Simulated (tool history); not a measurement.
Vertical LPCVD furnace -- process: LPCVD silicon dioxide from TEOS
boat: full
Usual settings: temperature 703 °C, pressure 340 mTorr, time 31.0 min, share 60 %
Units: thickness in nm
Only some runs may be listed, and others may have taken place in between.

run,hour,temperature,pressure,time,share,"read-back reference wafer on the same gauge, thickness",thickness
1,0.0,703,340,31.0,60,224.98,283.47
2,19.5,703,340,31.0,60,224.58,284.21
3,53.7,703,340,31.0,60,225.29,285.52
4,88.5,703,340,31.0,60,224.96,284.46
5,123.2,703,340,31.0,60,224.97,285.16
6,155.1,703,340,31.0,60,225.19,284.02
7,171.8,703,340,31.0,60,225.02,284.86
8,205.2,695,340,31.0,68,224.98,252.52
9,237.3,695,340,31.0,68,225.09,252.37
10,256.5,703,380,31.0,60,224.97,301.16
# hour 302.5: pressure gauge zeroed
11,303.0,703,380,31.0,60,225.22,303.22
12,308.2,703,340,31.0,60,224.97,286.61
13,331.3,706,270,31.0,60,224.97,274.03
14,361.5,703,340,31.0,60,225.35,287.22
15,387.5,695,340,43.0,48,225.00,296.91
# hour 441.9: thermocouples replaced and temperature profile calibrated
16,442.4,698,270,40.0,54,225.31,247.00
17,447.6,703,340,31.0,56,225.19,245.02
# hour 491.1: gauge calibrated
# hour 492.1: TEOS flow controller replaced
18,492.6,713,340,40.5,52,225.21,392.05
19,502.6,699,265,31.0,60,225.02,205.31
20,537.2,703,340,31.0,60,225.11,255.84
21,619.5,695,415,36.5,49,224.97,247.87
22,642.4,703,340,31.0,60,224.82,256.76
23,674.6,703,280,24.0,51,224.93,165.02
24,688.8,703,395,42.5,49,224.88,341.15

Each row is a separate what-if for the run after 24, all from the same tool condition, not one after another. Results?
A,694.0,703,340,31.0,68,?,?
B,694.0,703,340,34.5,60,?,?
C,694.0,708,340,31.0,60,?,?

run,"read-back reference wafer on the same gauge, thickness",thickness
A,224.85,271.15
B,224.85,283.45
C,224.85,285.71
Had the tool no hidden state, the same runs would have come out as:
run,thickness
A,268.89
B,281.09
C,283.35
